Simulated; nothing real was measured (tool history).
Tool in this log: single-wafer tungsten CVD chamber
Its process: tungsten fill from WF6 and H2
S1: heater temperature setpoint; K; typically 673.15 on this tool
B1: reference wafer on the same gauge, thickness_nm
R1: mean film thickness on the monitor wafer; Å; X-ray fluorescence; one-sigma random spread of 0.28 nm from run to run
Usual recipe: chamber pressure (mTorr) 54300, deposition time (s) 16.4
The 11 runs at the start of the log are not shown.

At hour 120.1: gauge calibrated.
Run 12, hour 139.8: usual settings but deposition time (s) 15.6; B1 57.665. Result: R1 623.64 Å.
Run 13, hour 148.6: usual settings; B1 57.491. Result: R1 657.57 Å.
At hour 168.6: showerhead replaced.
Run 14, hour 169.1: usual settings; B1 57.55. Result: R1 656.1 Å.
Run 15, hour 178.1: usual settings; B1 57.712. Result: R1 652.94 Å.
Run 16, hour 195.7: usual settings but chamber pressure (mTorr) 62900; B1 57.611. Result: R1 707.06 Å.
Run 17, hour 202.2: usual settings; B1 57.635. Result: R1 651.94 Å.
At hour 211.3: capacitance manometer re-zeroed and calibrated.
Run 18, hour 218.4: usual settings but S1 669.15 K, deposition time (s) 13.2; B1 57.71. Result: R1 513.29 Å.
Run 19, hour 228.9: usual settings; B1 57.611. Result: R1 681.5 Å.
Run 20, hour 239.8: usual settings; B1 57.659. Result: R1 681.42 Å.
Run 21, hour 253.1: usual settings but deposition time (s) 14.6; B1 57.632. Result: R1 608.52 Å.
Run 22, hour 265.9: usual settings but chamber pressure (mTorr) 50800; B1 57.588. Result: R1 659.74 Å.
Run 23, hour 282.6: usual settings but S1 687.15 K, chamber pressure (mTorr) 41200; B1 57.575. Result: R1 731.23 Å.
At hour 298: thermocouple changed; heater temperature recalibrated.
Run 24, hour 298.5: usual settings but S1 664.15 K, chamber pressure (mTorr) 49200; B1 57.666. Result: R1 559.01 Å.
Run 25, hour 311.1: usual settings but S1 687.15 K, chamber pressure (mTorr) 44400; B1 57.629. Result: R1 755.92 Å.
Run 26, hour 323.9: usual settings but S1 660.15 K, chamber pressure (mTorr) 63800, deposition time (s) 14.8; B1 57.53. Result: R1 533.74 Å.

Expected results for the next run?
Run 27, hour 334.8: usual settings but S1 659.15 K, chamber pressure (mTorr) 67500, deposition time (s) 14.2; B1 ?. Result: R1 ?.

B1: 57.5
R1: 518.9 Å
The same run, on a tool lacking any hidden state, would have yielded R1 519.86 Å.

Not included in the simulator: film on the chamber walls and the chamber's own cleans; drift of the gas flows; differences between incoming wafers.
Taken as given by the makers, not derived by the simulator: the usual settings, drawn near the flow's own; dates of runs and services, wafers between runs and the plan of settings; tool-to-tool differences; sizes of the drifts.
